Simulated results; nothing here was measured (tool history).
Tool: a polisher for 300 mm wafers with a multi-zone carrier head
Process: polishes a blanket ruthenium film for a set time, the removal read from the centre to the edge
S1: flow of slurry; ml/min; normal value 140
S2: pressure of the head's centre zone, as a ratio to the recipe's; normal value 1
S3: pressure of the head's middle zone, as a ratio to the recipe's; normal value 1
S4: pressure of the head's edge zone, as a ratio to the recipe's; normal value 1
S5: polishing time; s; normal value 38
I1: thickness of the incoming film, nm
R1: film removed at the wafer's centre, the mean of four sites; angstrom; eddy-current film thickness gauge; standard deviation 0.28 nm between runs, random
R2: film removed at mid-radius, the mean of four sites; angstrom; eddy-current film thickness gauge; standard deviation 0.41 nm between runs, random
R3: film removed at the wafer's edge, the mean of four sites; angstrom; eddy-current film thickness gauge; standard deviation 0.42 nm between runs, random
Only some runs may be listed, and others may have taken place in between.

run 1 hour=0 | S1=140 S2=1 S3=1 S4=1 S5=38 | I1=499.5 | R1=277 R2=311 R3=316
run 2 hour=83.7 | S1=140 S2=1 S3=0.94 S4=1 S5=38 | I1=503 | R1=276 R2=303 R3=314
-- hour=141 slurry nozzle cleaned
run 3 hour=159.1 | S1=140 S2=0.96 S3=0.96 S4=1 S5=38 | I1=502 | R1=266 R2=308 R3=313
-- hour=189.5 centre zone pressure recalibrated
-- hour=218.4 worn pad replaced by a new one
run 4 hour=249.4 | S1=140 S2=1.11 S3=1 S4=1.07 S5=38 | I1=498.8 | R1=343 R2=319 R3=324
-- hour=477.4 edge zone pressure recalibrated
run 5 hour=519.5 | S1=190 S2=1.07 S3=1.08 S4=1 S5=38 | I1=503.6 | R1=338 R2=358 R3=322
run 6 hour=573.8 | S1=180 S2=1 S3=1.06 S4=1.04 S5=38 | I1=494.6 | R1=307 R2=340 R3=333
run 7 hour=681.6 | S1=140 S2=1 S3=1 S4=1 S5=38 | I1=504.1 | R1=293 R2=318 R3=318
run 8 hour=769.4 | S1=170 S2=1 S3=1 S4=1 S5=28 | I1=494.3 | R1=223 R2=241 R3=237
-- hour=775.6 carrier head's membrane replaced by a new one
-- hour=791.7 centre zone pressure recalibrated
run 9 hour=864.4 | S1=140 S2=1 S3=1 S4=1 S5=38 | I1=492.5 | R1=313 R2=311 R3=311
run 10 hour=954.9 | S1=175 S2=0.88 S3=0.9 S4=0.97 S5=38 | I1=497.2 | R1=288 R2=302 R3=322
-- hour=976.8 worn pad replaced by a new one
run 11 hour=1048.7 | S1=155 S2=1 S3=0.92 S4=1 S5=38 | I1=501.5 | R1=305 R2=303 R3=322
-- hour=1076.3 slurry nozzle cleaned
run 12 hour=1107.1 | S1=140 S2=1 S3=1.09 S4=1 S5=38 | I1=502.9 | R1=294 R2=342 R3=315
-- hour=1113.5 edge zone pressure recalibrated
run 13 hour=1205.8 | S1=140 S2=1 S3=1 S4=1 S5=38 | I1=505.8 | R1=295 R2=311 R3=321
run 14 hour=1264.2 | S1=90 S2=1.06 S3=1 S4=0.96 S5=38 | I1=490.7 | R1=264 R2=279 R3=282
run 15 hour=1371.2 | S1=140 S2=1 S3=1 S4=1 S5=38 | I1=495.2 | R1=291 R2=317 R3=303
-- hour=1408.3 centre zone pressure recalibrated
run 16 hour=1410.7 | S1=140 S2=1 S3=1 S4=1 S5=38 | I1=501.6 | R1=314 R2=315 R3=316
run 17 hour=1488.6 | S1=140 S2=1 S3=1 S4=1 S5=38 | I1=494.8 | R1=301 R2=318 R3=309
run 18 hour=1581.9 | S1=140 S2=1 S3=1 S4=1 S5=38 | I1=506.9 | R1=296 R2=316 R3=317
-- hour=1660.5 worn pad replaced by a new one
run 19 hour=1681.4 | S1=160 S2=1.03 S3=1 S4=1 S5=38 | I1=505.1 | R1=311 R2=327 R3=313
run 20 hour=1722 | S1=110 S2=1 S3=1.06 S4=0.93 S5=45 | I1=495.8 | R1=320 R2=365 R3=339
-- hour=1731 edge zone pressure recalibrated
-- hour=1791.1 carrier head's membrane replaced by a new one
-- hour=1818.4 slurry nozzle cleaned
run 21 hour=1828.8 | S1=185 S2=1 S3=0.9 S4=1.1 S5=38 | I1=505.2 | R1=302 R2=313 R3=344

Below are 5 alternative next runs, each starting from the tool's condition after run 21. Predict each:
run A hour=1829.2 | S1=140 S2=1 S3=1 S4=1 S5=51 | I1=496.9 | R1=? R2=? R3=?
run B hour=1829.2 | S1=185 S2=1 S3=1 S4=1 S5=38 | I1=496.9 | R1=? R2=? R3=?
run C hour=1829.2 | S1=100 S2=1.05 S3=0.95 S4=1 S5=50 | I1=496.9 | R1=? R2=? R3=?
run D hour=1829.2 | S1=140 S2=1 S3=1 S4=1.04 S5=38 | I1=496.9 | R1=? R2=? R3=?
run E hour=1829.2 | S1=140 S2=1.1 S3=1 S4=0.92 S5=38 | I1=496.9 | R1=? R2=? R3=?

run=A R1=383 R2=434 R3=424
run=B R1=303 R2=341 R3=329
run=C R1=353 R2=373 R3=391
run=D R1=285 R2=324 R3=322
run=E R1=311 R2=324 R3=304
Stripped of hidden state, with their random variation kept, the same runs would have yielded:
run=A R1=421 R2=434 R3=424
run=B R1=333 R2=341 R3=329
run=C R1=388 R2=373 R3=391
run=D R1=314 R2=323 R3=322
run=E R1=342 R2=323 R3=304
